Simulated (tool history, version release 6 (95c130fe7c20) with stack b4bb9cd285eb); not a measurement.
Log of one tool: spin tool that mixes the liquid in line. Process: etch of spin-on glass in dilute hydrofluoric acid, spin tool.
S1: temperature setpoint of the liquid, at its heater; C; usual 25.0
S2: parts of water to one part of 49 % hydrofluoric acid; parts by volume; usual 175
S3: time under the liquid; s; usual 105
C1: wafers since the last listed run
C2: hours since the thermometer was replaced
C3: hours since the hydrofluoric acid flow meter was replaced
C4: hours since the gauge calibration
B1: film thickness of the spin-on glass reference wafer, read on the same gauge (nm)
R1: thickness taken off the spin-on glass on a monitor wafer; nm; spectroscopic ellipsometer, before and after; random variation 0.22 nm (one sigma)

| run | day | S1 | S2 | S3 | C1 | C2 | C3 | C4 | B1 | R1 |
|---|---|---|---|---|---|---|---|---|---|---|
| 1 | 0.000 | 22.0 | 235 | 105 | 0 | 1109.3 | 504.9 | 626.4 | 40.00 | 15.32 |
| 2 | 0.721 | 25.0 | 175 | 80 | 185 | 1126.6 | 522.2 | 643.7 | 40.05 | 18.39 |
| 3 | 1.383 | 25.0 | 175 | 80 | 170 | 1142.5 | 538.1 | 659.6 | 40.00 | 18.63 |
| 4 | 2.521 | 25.0 | 175 | 80 | 292 | 1169.8 | 565.4 | 686.9 | 39.99 | 18.74 |
| 5 | 3.675 | 29.0 | 175 | 80 | 296 | 1197.5 | 593.1 | 714.6 | 39.98 | 21.70 |
| 6 | 4.854 | 29.0 | 175 | 80 | 302 | 1225.8 | 621.4 | 742.9 | 40.01 | 21.95 |
| 7 | 5.708 | 27.5 | 175 | 105 | 219 | 1246.3 | 641.9 | 763.4 | 39.97 | 27.18 |
| 8 | 9.800 | 27.5 | 175 | 105 | 1051 | 1344.5 | 740.1 | 861.6 | 40.03 | 26.59 |
| 9 | 13.783 | 27.5 | 175 | 105 | 1023 | 1440.1 | 835.7 | 957.2 | 39.98 | 26.59 |
| 10 | 15.112 | 25.0 | 175 | 105 | 341 | 1472.0 | 867.6 | 989.1 | 40.03 | 23.87 |
| 11 | 15.867 | 25.0 | 175 | 105 | 193 | 1490.1 | 885.7 | 1007.2 | 40.02 | 24.24 |
| 12 | 16.767 | 25.0 | 175 | 105 | 231 | 1511.7 | 907.3 | 1028.8 | 39.99 | 24.29 |
|  | 19.121 | hydrofluoric acid flow meter replaced |
|  | 19.604 | thermometer replaced |
| 13 | 19.838 | 25.0 | 195 | 105 | 767 | 5.6 | 17.2 | 1102.5 | 39.99 | 22.42 |
| 14 | 20.921 | 25.0 | 195 | 105 | 278 | 31.6 | 43.2 | 1128.5 | 40.03 | 22.26 |
|  | 21.417 | gauge calibrated |
| 15 | 22.342 | 25.0 | 175 | 155 | 365 | 65.7 | 77.3 | 22.2 | 40.01 | 38.15 |
| 16 | 23.271 | 25.0 | 175 | 155 | 238 | 88.0 | 99.6 | 44.5 | 40.04 | 37.89 |
| 17 | 23.917 | 25.0 | 215 | 105 | 165 | 103.5 | 115.1 | 60.0 | 40.01 | 19.79 |
| 18 | 24.942 | 27.5 | 250 | 150 | 263 | 128.1 | 139.7 | 84.6 | 40.02 | 26.18 |
| 19 | 25.721 | 25.0 | 175 | 130 | 200 | 146.8 | 158.4 | 103.3 | 40.01 | 31.84 |
| 20 | 26.762 | 25.0 | 200 | 105 | 267 | 171.8 | 183.4 | 128.3 | 40.02 | 21.52 |
| 21 | 27.779 | 25.0 | 150 | 140 | 261 | 196.2 | 207.8 | 152.7 | 40.01 | 41.46 |
| 22 | 29.533 | 25.0 | 175 | 105 | 450 | 238.3 | 249.9 | 194.8 | 40.02 | 25.49 |
| 23 | 30.708 | 25.0 | 135 | 165 | 301 | 266.5 | 278.1 | 223.0 | 40.00 | 54.19 |
| 24 | 31.483 | 28.5 | 175 | 165 | 199 | 285.1 | 296.7 | 241.6 | 39.99 | 45.07 |
| 25 | 32.383 | 25.0 | 245 | 60 | 231 | 306.7 | 318.3 | 263.2 | 39.99 | 9.71 |
| 26 | 33.696 | 21.0 | 115 | 155 | 337 | 338.2 | 349.8 | 294.7 | 39.97 | 52.40 |
| 27 | 34.304 | 26.5 | 175 | 105 | 156 | 352.8 | 364.4 | 309.3 | 39.98 | 27.16 |
| 28 | 35.646 | 25.0 | 175 | 155 | 344 | 385.0 | 396.6 | 341.5 | 40.01 | 37.97 |
| 29 | 36.271 | 25.0 | 220 | 105 | 160 | 400.0 | 411.6 | 356.5 | 40.00 | 19.29 |
| 30 | 37.379 | 26.5 | 255 | 85 | 284 | 426.6 | 438.2 | 383.1 | 40.03 | 13.68 |
| 31 | 38.650 | 25.0 | 175 | 80 | 326 | 457.1 | 468.7 | 413.6 | 40.01 | 19.65 |
| 32 | 39.558 | 21.5 | 175 | 105 | 233 | 478.9 | 490.5 | 435.4 | 40.00 | 22.46 |
| 33 | 40.233 | 21.0 | 175 | 105 | 173 | 495.1 | 506.7 | 451.6 | 40.02 | 21.57 |
| 34 | 41.604 | 25.0 | 175 | 155 | 352 | 528.0 | 539.6 | 484.5 | 40.03 | 37.70 |
| 35 | 42.588 | 22.0 | 175 | 105 | 252 | 551.6 | 563.2 | 508.1 | 40.01 | 22.74 |

Forecast each of these 3 alternatives for the next run:
| A | 42.604 | 25.0 | 175 | 105 | 4 | 552.0 | 563.6 | 508.5 | ? | ? |
| B | 42.604 | 25.0 | 225 | 105 | 4 | 552.0 | 563.6 | 508.5 | ? | ? |
| C | 42.604 | 25.0 | 175 | 135 | 4 | 552.0 | 563.6 | 508.5 | ? | ? |

| run | B1 | R1 |
|---|---|---|
| A | 40.02 | 25.44 |
| B | 40.02 | 18.77 |
| C | 40.02 | 32.71 |
Without the tool's hidden state the same runs would have given:
| run | R1 |
|---|---|
| A | 25.61 |
| B | 18.86 |
| C | 32.93 |
